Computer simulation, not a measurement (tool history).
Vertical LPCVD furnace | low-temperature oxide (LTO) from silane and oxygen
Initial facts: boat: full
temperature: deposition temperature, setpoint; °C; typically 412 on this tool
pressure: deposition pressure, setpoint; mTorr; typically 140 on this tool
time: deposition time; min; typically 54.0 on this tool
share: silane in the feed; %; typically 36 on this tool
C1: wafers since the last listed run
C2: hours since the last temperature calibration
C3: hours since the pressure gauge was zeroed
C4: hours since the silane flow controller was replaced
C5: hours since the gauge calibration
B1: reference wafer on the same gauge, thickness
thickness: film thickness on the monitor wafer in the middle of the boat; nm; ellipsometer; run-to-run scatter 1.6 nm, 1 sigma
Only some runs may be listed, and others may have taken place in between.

Run 1, day 0.000: usual settings; C1 0; C2 2277.2; C3 1315.1; C4 4462.2; C5 832.9; B1 305.64. Result: thickness 303.50 nm.
Run 2, day 1.767: usual settings; C1 543; C2 2319.6; C3 1357.5; C4 4504.6; C5 875.3; B1 305.12. Result: thickness 303.29 nm.
Run 3, day 3.488: usual settings; C1 529; C2 2360.9; C3 1398.8; C4 4545.9; C5 916.6; B1 304.47. Result: thickness 301.17 nm.
Run 4, day 6.346: usual settings; C1 879; C2 2429.5; C3 1467.4; C4 4614.5; C5 985.2; B1 305.59. Result: thickness 304.98 nm.
Run 5, day 9.762: usual settings; C1 1051; C2 2511.5; C3 1549.4; C4 4696.5; C5 1067.2; B1 305.60. Result: thickness 301.52 nm.
Run 6, day 11.596: usual settings; C1 564; C2 2555.5; C3 1593.4; C4 4740.5; C5 1111.2; B1 305.10. Result: thickness 305.09 nm.
Run 7, day 12.629: usual settings; C1 318; C2 2580.3; C3 1618.2; C4 4765.3; C5 1136.0; B1 305.43. Result: thickness 303.82 nm.
Run 8, day 14.725: usual settings; C1 645; C2 2630.6; C3 1668.5; C4 4815.6; C5 1186.3; B1 305.23. Result: thickness 305.47 nm.
Run 9, day 17.079: usual settings; C1 724; C2 2687.1; C3 1725.0; C4 4872.1; C5 1242.8; B1 305.27. Result: thickness 306.03 nm.
At day 19.792: pressure gauge zeroed.
Run 10, day 19.812: usual settings; C1 533; C2 2752.7; C3 0.5; C4 4937.7; C5 1308.4; B1 304.85. Result: thickness 306.93 nm.
At day 21.546: silane flow controller replaced.
Run 11, day 21.567: usual settings; C1 232; C2 2794.8; C3 42.6; C4 0.5; C5 1350.5; B1 304.79. Result: thickness 306.55 nm.
Run 12, day 24.446: usual settings; C1 886; C2 2863.9; C3 111.7; C4 69.6; C5 1419.6; B1 304.31. Result: thickness 306.76 nm.
Run 13, day 25.896: usual settings; C1 446; C2 2898.7; C3 146.5; C4 104.4; C5 1454.4; B1 305.39. Result: thickness 307.43 nm.
Run 14, day 28.179: usual settings; C1 702; C2 2953.5; C3 201.3; C4 159.2; C5 1509.2; B1 305.26. Result: thickness 307.85 nm.
At day 31.233: thermocouples replaced and temperature profile calibrated.
Run 15, day 31.254: usual settings but pressure 125 mTorr; C1 638; C2 0.5; C3 275.1; C4 233.0; C5 1583.0; B1 305.10. Result: thickness 265.54 nm.
At day 32.233: gauge calibrated.
Run 16, day 33.183: usual settings; C1 593; C2 46.8; C3 321.4; C4 279.3; C5 22.8; B1 304.97. Result: thickness 297.87 nm.
Run 17, day 34.654: usual settings; C1 452; C2 82.1; C3 356.7; C4 314.6; C5 58.1; B1 304.85. Result: thickness 298.05 nm.
Run 18, day 37.004: usual settings but temperature 416 °C, pressure 170 mTorr, time 64.5 min, share 30 %; C1 723; C2 138.5; C3 413.1; C4 371.0; C5 114.5; B1 305.03. Result: thickness 353.34 nm.
Run 19, day 38.954: usual settings but time 64.0 min; C1 600; C2 185.3; C3 459.9; C4 417.8; C5 161.3; B1 305.43. Result: thickness 351.90 nm.
Run 20, day 40.646: usual settings; C1 520; C2 225.9; C3 500.5; C4 458.4; C5 201.9; B1 305.12. Result: thickness 298.13 nm.
Run 21, day 43.050: usual settings but pressure 165 mTorr, time 39.0 min, share 32 %; C1 739; C2 283.6; C3 558.2; C4 516.1; C5 259.6; B1 304.83. Result: thickness 217.84 nm.
Run 22, day 45.104: usual settings but temperature 420 °C, pressure 150 mTorr, time 36.0 min; C1 632; C2 332.9; C3 607.5; C4 565.4; C5 308.9; B1 304.44. Result: thickness 232.46 nm.
Run 23, day 47.683: usual settings but temperature 402 °C, time 74.0 min; C1 793; C2 394.8; C3 669.4; C4 627.3; C5 370.8; B1 304.37. Result: thickness 366.83 nm.
Run 24, day 50.512: usual settings but pressure 165 mTorr; C1 870; C2 462.7; C3 737.3; C4 695.2; C5 438.7; B1 304.91. Result: thickness 349.16 nm.
Run 25, day 51.542: usual settings; C1 316; C2 487.4; C3 762.0; C4 719.9; C5 463.4; B1 304.69. Result: thickness 296.88 nm.
Run 26, day 52.583: usual settings but temperature 423 °C; C1 320; C2 512.4; C3 787.0; C4 744.9; C5 488.4; B1 305.12. Result: thickness 332.93 nm.
Run 27, day 55.271: usual settings but temperature 416 °C, time 37.5 min, share 39 %; C1 827; C2 576.9; C3 851.5; C4 809.4; C5 552.9; B1 304.65. Result: thickness 239.01 nm.
Run 28, day 58.042: usual settings but share 43 %; C1 852; C2 643.4; C3 918.0; C4 875.9; C5 619.4; B1 304.60. Result: thickness 363.93 nm.
Run 29, day 60.575: usual settings; C1 779; C2 704.2; C3 978.8; C4 936.7; C5 680.2; B1 305.02. Result: thickness 300.32 nm.
Run 30, day 62.758: usual settings but pressure 130 mTorr, time 67.5 min; C1 671; C2 756.6; C3 1031.2; C4 989.1; C5 732.6; B1 304.49. Result: thickness 344.83 nm.
Run 31, day 64.550: usual settings but pressure 120 mTorr; C1 551; C2 799.6; C3 1074.2; C4 1032.1; C5 775.6; B1 305.52. Result: thickness 257.72 nm.

What would each run have given without the hidden state, its run-to-run variation left as it was?
The tool's hidden condition here consists of: true tube temperature minus thermocouple reading, K; true pressure minus gauge reading, mTorr; deviation of the silane flow from its setpoint, %; gauge reads high (%).
run  thickness
  1     297.07
  2     296.65
  3     294.37
  4     297.74
  5     293.93
  6     297.16
  7     295.79
  8     297.11
  9     297.33
 10     297.82
 11     297.19
 12     296.97
 13     297.40
 14     297.46
 15     264.82
 16     297.07
 17     297.24
 18     352.34
 19     350.91
 20     297.28
 21     217.17
 22     231.76
 23     365.59
 24     347.95
 25     295.83
 26     331.77
 27     238.11
 28     362.48
 29     298.97
 30     343.19
 31     256.42

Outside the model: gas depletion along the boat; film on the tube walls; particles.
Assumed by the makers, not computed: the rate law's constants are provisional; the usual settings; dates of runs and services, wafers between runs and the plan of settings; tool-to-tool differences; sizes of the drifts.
